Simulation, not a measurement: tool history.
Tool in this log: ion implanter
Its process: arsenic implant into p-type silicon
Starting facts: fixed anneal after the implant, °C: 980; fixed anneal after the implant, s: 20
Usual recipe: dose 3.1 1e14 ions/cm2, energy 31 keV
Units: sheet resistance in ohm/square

run,hour,dose,energy,"read-back reference wafer on the same gauge, sheet resistance",sheet resistance
1,0,3.1,31,205.01,257.21
2,6.4,3.1,31,204.93,256.96
3,13.4,3.1,31,204.9,256.95
4,23.5,3.35,31,204.76,242.75
5,33.5,3.35,31,205.01,242.39
6,46.5,3.35,31,204.99,242.9
7,92.6,3.1,31,204.77,257.51
8,103.8,3.1,31,204.92,257.94
9,112.5,3.1,31,205.06,258.38
10,122.8,2.68,31,204.83,286.28
11,133.5,2.68,31,204.9,287.33
12,139.8,3.1,31,205,257.96
13,152.2,3.1,31,204.95,257.64
14,164.8,3.1,31,204.88,256.96
15,178.8,3.1,31,205.18,259.28
16,189.1,3.1,31,204.75,257.83
# hour 193.3: gauge calibrated
17,202.1,3.7,31,205,225.51
18,212.4,3.58,31,204.8,232.72
19,224.7,2.71,20.5,205.14,303.5
20,238.2,3.92,41.5,205.03,207.61
21,245.5,3.1,31,205.1,257.97
22,254.1,3.1,31,204.88,257.6
23,269.8,2.5,35.5,205.22,295.37
24,277.7,2.19,40.5,204.86,320.1
25,290.2,2.75,35.5,204.8,275.66
26,303.1,3.1,31,205.09,257.64
27,319.5,2.26,31,204.94,325.92
28,331.6,3.66,40,204.98,220.35
# hour 343.4: Faraday cup replaced and dose calibrated
29,343.9,3.7,31,205.1,217.47
# hour 354.4: extraction supply calibrated
30,390.8,3.83,38,205.22,207.28
31,405.4,3.1,31,204.96,250.86
32,420.1,3.1,42,205.03,240.22
33,434.5,4.03,39,205.09,200.11
34,450,3.1,31,204.99,251.86

Below are 3 alternative next runs, each starting from the tool's condition after run 34. Predict each:
A,450.4,3.1,31,?,?
B,450.4,2.45,40,?,?
C,450.4,3.95,37,?,?

run,"read-back reference wafer on the same gauge, sheet resistance",sheet resistance
A,204.94,252.29
B,204.94,288.51
C,204.94,205.35
Take away the tool's hidden state, keep each run's random variation, and the runs would have read:
run,sheet resistance
A,249.33
B,285.2
C,202.93
